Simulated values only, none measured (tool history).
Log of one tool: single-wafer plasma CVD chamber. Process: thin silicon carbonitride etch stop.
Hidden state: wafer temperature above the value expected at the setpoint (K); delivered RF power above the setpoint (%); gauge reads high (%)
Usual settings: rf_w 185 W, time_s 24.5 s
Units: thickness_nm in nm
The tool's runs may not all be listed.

| run | hour | rf_w | time_s | wafers since the last listed run | hours since the last thermocouple change | hours since the last RF generator calibration | hours since the showerhead was replaced | hours since the gauge calibration | read-back reference wafer on the same gauge, thickness_nm | thickness_nm |
|---|---|---|---|---|---|---|---|---|---|---|
| 1 | 0 | 185 | 24.5 | 0 | 1118.1 | 867.1 | 6091.8 | 430.9 | 13.283 | 12.955 |
| 2 | 34.3 | 160 | 24.5 | 848 | 1152.4 | 901.4 | 6126.1 | 465.2 | 13.311 | 12.457 |
| 3 | 68.5 | 160 | 24.5 | 845 | 1186.6 | 935.6 | 6160.3 | 499.4 | 13.291 | 12.463 |
| 4 | 94.8 | 185 | 24.5 | 650 | 1212.9 | 961.9 | 6186.6 | 525.7 | 13.305 | 12.91 |
| 5 | 112.8 | 185 | 24.5 | 445 | 1230.9 | 979.9 | 6204.6 | 543.7 | 13.312 | 12.887 |
| 6 | 144.6 | 185 | 27.4 | 786 | 1262.7 | 1011.7 | 6236.4 | 575.5 | 13.284 | 14.379 |
| 7 | 166.7 | 185 | 21.1 | 546 | 1284.8 | 1033.8 | 6258.5 | 597.6 | 13.296 | 11.081 |
| 8 | 184 | 185 | 21.1 | 427 | 1302.1 | 1051.1 | 6275.8 | 614.9 | 13.291 | 11.128 |
|  | 195.3 | gauge calibrated |
| 9 | 230.6 | 150 | 22 | 1152 | 1348.7 | 1097.7 | 6322.4 | 35.3 | 13.298 | 10.954 |
| 10 | 265.3 | 185 | 24.5 | 857 | 1383.4 | 1132.4 | 6357.1 | 70 | 13.293 | 12.817 |
| 11 | 297 | 185 | 24.5 | 783 | 1415.1 | 1164.1 | 6388.8 | 101.7 | 13.308 | 12.832 |
| 12 | 323.6 | 195 | 25.8 | 657 | 1441.7 | 1190.7 | 6415.4 | 128.3 | 13.303 | 13.647 |
| 13 | 341.7 | 195 | 19.7 | 447 | 1459.8 | 1208.8 | 6433.5 | 146.4 | 13.313 | 10.439 |
|  | 356.3 | thermocouple changed; heater temperature recalibrated |
| 14 | 427.7 | 165 | 27.3 | 1928 | 71.4 | 1294.8 | 6519.5 | 232.4 | 13.303 | 13.829 |
|  | 445.1 | showerhead replaced |
|  | 453.1 | RF generator calibrated |
| 15 | 459.8 | 150 | 28.7 | 398 | 103.5 | 6.7 | 14.7 | 264.5 | 13.293 | 14.587 |
| 16 | 565.7 | 175 | 22.6 | 2618 | 209.4 | 112.6 | 120.6 | 370.4 | 13.302 | 11.894 |
| 17 | 579.9 | 185 | 24.5 | 351 | 223.6 | 126.8 | 134.8 | 384.6 | 13.306 | 13.081 |

How the hidden state differs across the entries between the runs, from the last listed run before each to the first after it:
Between runs 8 and 9: gauge calibrated (hour 195.3)
  delivered RF power above the setpoint (%): -7.67 -> -8.24
  measured less the result without the state, thickness_nm: -0.215 -> -0.227 nm
Between runs 13 and 14: thermocouple changed; heater temperature recalibrated (hour 356.3)
  delivered RF power above the setpoint (%): -9.68 -> -10.9
  measured less the result without the state, thickness_nm: -0.257 -> -0.385 nm
Between runs 14 and 15: showerhead replaced (hour 445.1); RF generator calibrated (hour 453.1)
  delivered RF power above the setpoint (%): -10.9 -> -0.966
  measured less the result without the state, thickness_nm: -0.385 -> -0.034 nm

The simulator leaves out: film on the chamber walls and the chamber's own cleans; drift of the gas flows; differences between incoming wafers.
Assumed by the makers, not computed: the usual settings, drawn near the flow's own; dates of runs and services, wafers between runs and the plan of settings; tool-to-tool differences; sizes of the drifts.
